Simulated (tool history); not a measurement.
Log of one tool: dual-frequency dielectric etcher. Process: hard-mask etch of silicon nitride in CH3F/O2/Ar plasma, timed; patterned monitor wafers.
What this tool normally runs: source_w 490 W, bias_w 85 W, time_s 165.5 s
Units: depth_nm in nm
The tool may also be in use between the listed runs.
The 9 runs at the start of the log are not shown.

run,hour,source_w,bias_w,time_s,wafers since the last listed run,hours since the last wet clean,hours since the last source power generator calibration,hours since the last bias power generator calibration,hours since the last upper electrode change,hours since the gauge calibration,"read-back reference wafer on the same gauge, depth_nm",depth_nm
10,176.4,490,85,165.5,190,60.8,3932.1,3219.8,176.9,427.2,115,142.2
11,210.9,490,85,200.5,342,95.3,3966.6,3254.3,211.4,461.7,114.8,173.5
12,231.9,490,85,165.5,208,116.3,3987.6,3275.3,232.4,482.7,114.9,141.5
13,249.5,490,85,138.5,174,133.9,4005.2,3292.9,250,500.3,114.9,119.2
# hour 263.2: source power generator calibrated
14,273.7,430,79,144,200,158.1,10.5,3317.1,274.2,524.5,115.1,116.1
15,289.9,550,102,146.5,160,174.3,26.7,3333.3,290.4,540.7,115.1,136.4
16,307.6,580,92,165.5,175,192,44.4,3351,308.1,558.4,115,150.8
17,325.6,420,105,165.5,178,210,62.4,3369,326.1,576.4,115,143.8
18,356.2,490,85,198,303,240.6,93,3399.6,356.7,607,115,168.5
# hour 379.9: bias power generator calibrated
19,385.4,550,102,146.5,250,269.8,122.2,5.5,385.9,636.2,114.9,135.3
20,410.6,490,70,165.5,250,295,147.4,30.7,411.1,661.4,115,133.8
# hour 429.5: gauge calibrated
21,445.4,440,66,165.5,345,329.8,182.2,65.5,445.9,15.9,115,126.9
22,478.4,400,68,165.5,327,362.8,215.2,98.5,478.9,48.9,115,124.6
23,508.4,410,97,123,297,392.8,245.2,128.5,508.9,78.9,115,101.3
24,526.6,420,70,122.5,180,411,263.4,146.7,527.1,97.1,114.9,93.7
25,548.1,590,70,192,213,432.5,284.9,168.2,548.6,118.6,115,161.2
26,568,490,85,151.5,197,452.4,304.8,188.1,568.5,138.5,115,126.2
27,585.1,490,85,165.5,169,469.5,321.9,205.2,585.6,155.6,115.2,139
28,606.3,560,68,144.5,210,490.7,343.1,226.4,606.8,176.8,114.9,116.6
29,624.7,460,66,165.5,182,509.1,361.5,244.8,625.2,195.2,115,127.5
30,658.8,570,75,130,338,543.2,395.6,278.9,659.3,229.3,115,108.3

Forecast each of these 4 alternatives for the next run:
A,659.3,490,85,165.5,4,543.7,396.1,279.4,659.8,229.8,?,?
B,659.3,490,85,126.5,4,543.7,396.1,279.4,659.8,229.8,?,?
C,659.3,420,100,127.5,4,543.7,396.1,279.4,659.8,229.8,?,?
D,659.3,490,76,165.5,4,543.7,396.1,279.4,659.8,229.8,?,?

run,"read-back reference wafer on the same gauge, depth_nm",depth_nm
A,114.9,137.5
B,114.9,105.1
C,114.9,106.3
D,114.9,133.5
What these runs would have given with no unlogged condition in the tool:
run,depth_nm
A,143.8
B,109.9
C,111.2
D,139.6
